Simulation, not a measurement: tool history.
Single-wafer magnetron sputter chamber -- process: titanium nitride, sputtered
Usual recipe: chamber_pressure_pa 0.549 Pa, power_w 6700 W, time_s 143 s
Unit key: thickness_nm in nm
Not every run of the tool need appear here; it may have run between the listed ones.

| run | hour | chamber_pressure_pa | power_w | time_s | wafers since the last listed run | wafers on the sputter target | hours since the last manometer calibration | hours since the magnet pack was replaced | hours since the gauge calibration | read-back reference wafer on the same gauge, thickness_nm | thickness_nm |
|---|---|---|---|---|---|---|---|---|---|---|---|
| 1 | 0 | 0.549 | 6700 | 143 | 0 | 313 | 1527.8 | 12680.8 | 616.7 | 154.25 | 172.775 |
| 2 | 77 | 0.549 | 6700 | 143 | 1121 | 1435 | 1604.8 | 12757.8 | 693.7 | 154.266 | 169.084 |
| 3 | 165.9 | 0.549 | 5450 | 143 | 1294 | 2729 | 1693.7 | 12846.7 | 782.6 | 153.788 | 142.508 |
| 4 | 225 | 0.549 | 6700 | 143 | 860 | 3590 | 1752.8 | 12905.8 | 841.7 | 153.858 | 168.424 |
| 5 | 289.8 | 0.632 | 6700 | 134 | 943 | 4533 | 1817.6 | 12970.6 | 906.5 | 153.768 | 151.722 |
|  | 327.6 | sputter target and shields replaced |
| 6 | 328.4 | 0.632 | 6700 | 134 | 445 | 11 | 1856.2 | 13009.2 | 945.1 | 153.712 | 158.35 |
|  | 363.2 | gauge calibrated |
| 7 | 368.2 | 0.549 | 7100 | 143 | 579 | 590 | 1896 | 13049 | 5 | 154.082 | 180.191 |
| 8 | 411.8 | 0.549 | 6700 | 135 | 634 | 1225 | 1939.6 | 13092.6 | 48.6 | 153.882 | 160.889 |
|  | 446.5 | capacitance manometer re-zeroed and calibrated |
| 9 | 451.2 | 0.399 | 6700 | 143 | 457 | 1682 | 4.7 | 13132 | 88 | 153.769 | 174.697 |
| 10 | 491.1 | 0.549 | 6700 | 143 | 580 | 2263 | 44.6 | 13171.9 | 127.9 | 154.028 | 160.407 |
| 11 | 574.8 | 0.732 | 7200 | 153 | 1218 | 3482 | 128.3 | 13255.6 | 211.6 | 154.019 | 165.648 |
| 12 | 659.8 | 0.549 | 6700 | 152 | 1237 | 4720 | 213.3 | 13340.6 | 296.6 | 154.151 | 170.594 |
|  | 680.9 | sputter target and shields replaced |
| 13 | 716.1 | 0.402 | 6700 | 143 | 703 | 512 | 269.6 | 13396.9 | 352.9 | 153.977 | 178.011 |

Forecast run 14:
|  | 757 | magnet pack replaced |
| 14 | 757.5 | 0.449 | 8250 | 143 | 486 | 998 | 311 | 0.5 | 394.3 | ? | ? |

read-back reference wafer on the same gauge, thickness_nm: 154.208
thickness_nm: 204.745 nm
On a tool with no hidden condition, and with the same random variation, this run would have come out at thickness_nm 208.702 nm.
